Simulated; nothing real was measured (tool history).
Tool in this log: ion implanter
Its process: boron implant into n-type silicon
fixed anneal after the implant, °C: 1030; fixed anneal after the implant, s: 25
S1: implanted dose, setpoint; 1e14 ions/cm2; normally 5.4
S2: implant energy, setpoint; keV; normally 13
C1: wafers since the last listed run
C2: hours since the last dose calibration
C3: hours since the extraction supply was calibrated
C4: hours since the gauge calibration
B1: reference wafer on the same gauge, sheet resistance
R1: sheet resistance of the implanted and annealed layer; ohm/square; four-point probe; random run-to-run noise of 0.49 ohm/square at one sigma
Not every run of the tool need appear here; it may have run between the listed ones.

run,hour,S1,S2,C1,C2,C3,C4,B1,R1
1,0,5.4,13,0,567.6,355.8,1784.2,202.34,200.59
2,73,5.4,13,761,640.6,428.8,1857.2,202.48,199.63
3,151.6,5.4,13,819,719.2,507.4,1935.8,202.6,200.02
4,336.9,5.4,13,1933,904.5,692.7,2121.1,203.12,200.98
5,435.5,5.4,13,1028,1003.1,791.3,2219.7,203.27,200.86
6,484.3,4.71,10,509,1051.9,840.1,2268.5,203.32,232.01
7,527.4,6.56,13,449,1095,883.2,2311.6,203.19,169.93
8,582,6.56,13,569,1149.6,937.8,2366.2,203.27,170.48
9,669.8,6.37,13,915,1237.4,1025.6,2454,203.78,175.57
10,742.5,6.37,13,758,1310.1,1098.3,2526.7,203.69,174.89
# hour 828.7: gauge calibrated
11,835,4.34,13,964,1402.6,1190.8,6.3,198.52,236.47
12,927.7,5.4,13,967,1495.3,1283.5,99,198.86,197.21
# hour 969.4: Faraday cup replaced and dose calibrated
13,1054.7,5.4,13,1241,85.3,1410.5,226,199.18,196.92
14,1135.6,5.4,13,843,166.2,1491.4,306.9,199.24,196.65
15,1223.8,5.4,13,920,254.4,1579.6,395.1,199.44,196.88
16,1313.2,5.4,13,932,343.8,1669,484.5,199.5,198.06
17,1403.3,5.4,16,939,433.9,1759.1,574.6,199.67,194.38
18,1475.7,5.4,16,755,506.3,1831.5,647,199.95,193.58
19,1530.1,5.4,16.5,567,560.7,1885.9,701.4,199.99,194.02
20,1572,4.45,17.5,437,602.6,1927.8,743.3,200.24,226.46
21,1656.3,4.22,16,879,686.9,2012.1,827.6,200.08,238.61
22,1738.3,6.37,9,855,768.9,2094.1,909.6,200.49,178.06
23,1810.7,6.25,10,755,841.3,2166.5,982,200.49,179.23
24,1851.3,5.4,11,423,881.9,2207.1,1022.6,200.76,201.73
25,1890.2,5.91,13,405,920.8,2246,1061.5,200.88,183.11
26,1986.2,5.4,13,1001,1016.8,2342,1157.5,200.85,198.84
# hour 2071.9: extraction supply calibrated
27,2088.1,4.24,9,979,1118.7,16.2,1259.4,201.08,252.42
28,2180.8,5.95,8.5,967,1211.4,108.9,1352.1,201.27,190.2
29,2220.5,6.56,13,414,1251.1,148.6,1391.8,201.59,169.41
30,2256.5,5.4,13,375,1287.1,184.6,1427.8,201.35,199.57
31,2294.1,5.4,13,392,1324.7,222.2,1465.4,201.53,199.46

Forecast run 32:
32,2364.6,7,16,735,1395.2,292.7,1535.9,?,?

{"run 32": {"B1": 201.64, "R1": 156.33}}
With the hidden condition absent and the run-to-run variation left alone, this run would have shown R1 154.28 ohm/square.
